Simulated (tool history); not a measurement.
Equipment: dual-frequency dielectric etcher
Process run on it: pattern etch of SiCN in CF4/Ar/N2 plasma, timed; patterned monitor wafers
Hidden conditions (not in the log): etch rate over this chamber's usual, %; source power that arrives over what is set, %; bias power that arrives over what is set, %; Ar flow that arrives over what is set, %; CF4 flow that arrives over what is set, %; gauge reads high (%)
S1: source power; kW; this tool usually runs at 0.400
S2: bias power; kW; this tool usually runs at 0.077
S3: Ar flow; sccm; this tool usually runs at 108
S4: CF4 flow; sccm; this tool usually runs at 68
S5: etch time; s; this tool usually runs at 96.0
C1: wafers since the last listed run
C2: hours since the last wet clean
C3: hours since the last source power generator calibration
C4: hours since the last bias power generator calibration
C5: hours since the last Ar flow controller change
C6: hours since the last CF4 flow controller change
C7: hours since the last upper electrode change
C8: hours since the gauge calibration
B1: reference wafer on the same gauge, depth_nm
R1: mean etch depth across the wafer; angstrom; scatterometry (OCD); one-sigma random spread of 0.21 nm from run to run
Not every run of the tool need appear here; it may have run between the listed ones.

| run | hour | S1 | S2 | S3 | S4 | S5 | C1 | C2 | C3 | C4 | C5 | C6 | C7 | C8 | B1 | R1 |
|---|---|---|---|---|---|---|---|---|---|---|---|---|---|---|---|---|
| 1 | 0.0 | 0.400 | 0.077 | 108 | 68 | 96.0 | 0 | 668.4 | 2506.6 | 4811.2 | 4332.2 | 13.4 | 4483.8 | 21.4 | 70.6 | 655 |
|  | 31.3 | wet clean of the chamber |
|  | 35.4 | source power generator calibrated |
| 2 | 35.9 | 0.400 | 0.062 | 108 | 68 | 96.0 | 66 | 4.6 | 0.5 | 4847.1 | 4368.1 | 49.3 | 4519.7 | 57.3 | 70.5 | 594 |
| 3 | 36.2 | 0.400 | 0.077 | 108 | 58 | 96.0 | 2 | 4.9 | 0.8 | 4847.4 | 4368.4 | 49.6 | 4520.0 | 57.6 | 70.5 | 614 |
| 4 | 39.2 | 0.400 | 0.077 | 108 | 58 | 96.0 | 25 | 7.9 | 3.8 | 4850.4 | 4371.4 | 52.6 | 4523.0 | 60.6 | 70.5 | 615 |
|  | 73.3 | upper electrode replaced |
| 5 | 73.8 | 0.400 | 0.077 | 108 | 68 | 96.0 | 88 | 42.5 | 38.4 | 4885.0 | 4406.0 | 87.2 | 0.5 | 95.2 | 70.6 | 636 |
| 6 | 74.1 | 0.400 | 0.062 | 108 | 68 | 96.0 | 2 | 42.8 | 38.7 | 4885.3 | 4406.3 | 87.5 | 0.8 | 95.5 | 70.5 | 589 |
| 7 | 74.5 | 0.400 | 0.077 | 108 | 68 | 96.0 | 3 | 43.2 | 39.1 | 4885.7 | 4406.7 | 87.9 | 1.2 | 95.9 | 70.5 | 641 |
|  | 82.5 | Ar flow controller replaced |
| 8 | 85.4 | 0.400 | 0.071 | 118 | 68 | 96.0 | 41 | 54.1 | 50.0 | 4896.6 | 2.9 | 98.8 | 12.1 | 106.8 | 70.5 | 606 |
|  | 121.9 | wet clean of the chamber, repeated, since the last time left the tool worse |
| 9 | 122.4 | 0.460 | 0.077 | 108 | 81 | 122.0 | 109 | 0.5 | 87.0 | 4933.6 | 39.9 | 135.8 | 49.1 | 143.8 | 70.5 | 1030 |
| 10 | 122.7 | 0.370 | 0.077 | 108 | 68 | 96.0 | 2 | 0.8 | 87.3 | 4933.9 | 40.2 | 136.1 | 49.4 | 144.1 | 70.5 | 633 |
| 11 | 123.0 | 0.400 | 0.077 | 108 | 68 | 96.0 | 2 | 1.1 | 87.6 | 4934.2 | 40.5 | 136.4 | 49.7 | 144.4 | 70.5 | 682 |
| 12 | 131.4 | 0.360 | 0.063 | 117 | 68 | 81.0 | 70 | 9.5 | 96.0 | 4942.6 | 48.9 | 144.8 | 58.1 | 152.8 | 70.5 | 474 |
| 13 | 145.2 | 0.450 | 0.090 | 108 | 68 | 118.0 | 115 | 23.3 | 109.8 | 4956.4 | 62.7 | 158.6 | 71.9 | 166.6 | 70.5 | 994 |
| 14 | 155.3 | 0.400 | 0.094 | 108 | 52 | 96.0 | 84 | 33.4 | 119.9 | 4966.5 | 72.8 | 168.7 | 82.0 | 176.7 | 70.5 | 694 |
| 15 | 167.4 | 0.400 | 0.091 | 108 | 68 | 96.0 | 101 | 45.5 | 132.0 | 4978.6 | 84.9 | 180.8 | 94.1 | 188.8 | 70.5 | 728 |
|  | 178.8 | bias power generator calibrated |
| 16 | 195.7 | 0.310 | 0.070 | 117 | 68 | 96.0 | 203 | 73.8 | 160.3 | 16.9 | 113.2 | 209.1 | 122.4 | 217.1 | 70.5 | 505 |
| 17 | 203.4 | 0.490 | 0.077 | 97 | 54 | 115.0 | 64 | 81.5 | 168.0 | 24.6 | 120.9 | 216.8 | 130.1 | 224.8 | 70.6 | 951 |
| 18 | 216.6 | 0.400 | 0.071 | 118 | 68 | 96.0 | 110 | 94.7 | 181.2 | 37.8 | 134.1 | 230.0 | 143.3 | 238.0 | 70.5 | 648 |
| 19 | 227.7 | 0.400 | 0.077 | 108 | 68 | 96.0 | 93 | 105.8 | 192.3 | 48.9 | 145.2 | 241.1 | 154.4 | 249.1 | 70.5 | 677 |
| 20 | 244.0 | 0.400 | 0.083 | 101 | 68 | 96.0 | 136 | 122.1 | 208.6 | 65.2 | 161.5 | 257.4 | 170.7 | 265.4 | 70.6 | 708 |
| 21 | 252.7 | 0.490 | 0.082 | 95 | 68 | 121.5 | 72 | 130.8 | 217.3 | 73.9 | 170.2 | 266.1 | 179.4 | 274.1 | 70.6 | 1090 |
| 22 | 262.3 | 0.400 | 0.077 | 120 | 68 | 71.0 | 80 | 140.4 | 226.9 | 83.5 | 179.8 | 275.7 | 189.0 | 283.7 | 70.6 | 492 |

Predict each of these 3 candidate next runs independently; none follows another, all start after run 22:
| A | 262.7 | 0.400 | 0.077 | 108 | 68 | 96.0 | 3 | 140.8 | 227.3 | 83.9 | 180.2 | 276.1 | 189.4 | 284.1 | ? | ? |
| B | 262.7 | 0.400 | 0.062 | 108 | 77 | 96.0 | 3 | 140.8 | 227.3 | 83.9 | 180.2 | 276.1 | 189.4 | 284.1 | ? | ? |
| C | 262.7 | 0.440 | 0.077 | 108 | 68 | 96.0 | 3 | 140.8 | 227.3 | 83.9 | 180.2 | 276.1 | 189.4 | 284.1 | ? | ? |

| run | B1 | R1 |
|---|---|---|
| A | 70.5 | 676 |
| B | 70.5 | 641 |
| C | 70.5 | 740 |
Had the tool no hidden state, the same runs would have come out as:
| run | R1 |
|---|---|
| A | 678 |
| B | 643 |
| C | 742 |

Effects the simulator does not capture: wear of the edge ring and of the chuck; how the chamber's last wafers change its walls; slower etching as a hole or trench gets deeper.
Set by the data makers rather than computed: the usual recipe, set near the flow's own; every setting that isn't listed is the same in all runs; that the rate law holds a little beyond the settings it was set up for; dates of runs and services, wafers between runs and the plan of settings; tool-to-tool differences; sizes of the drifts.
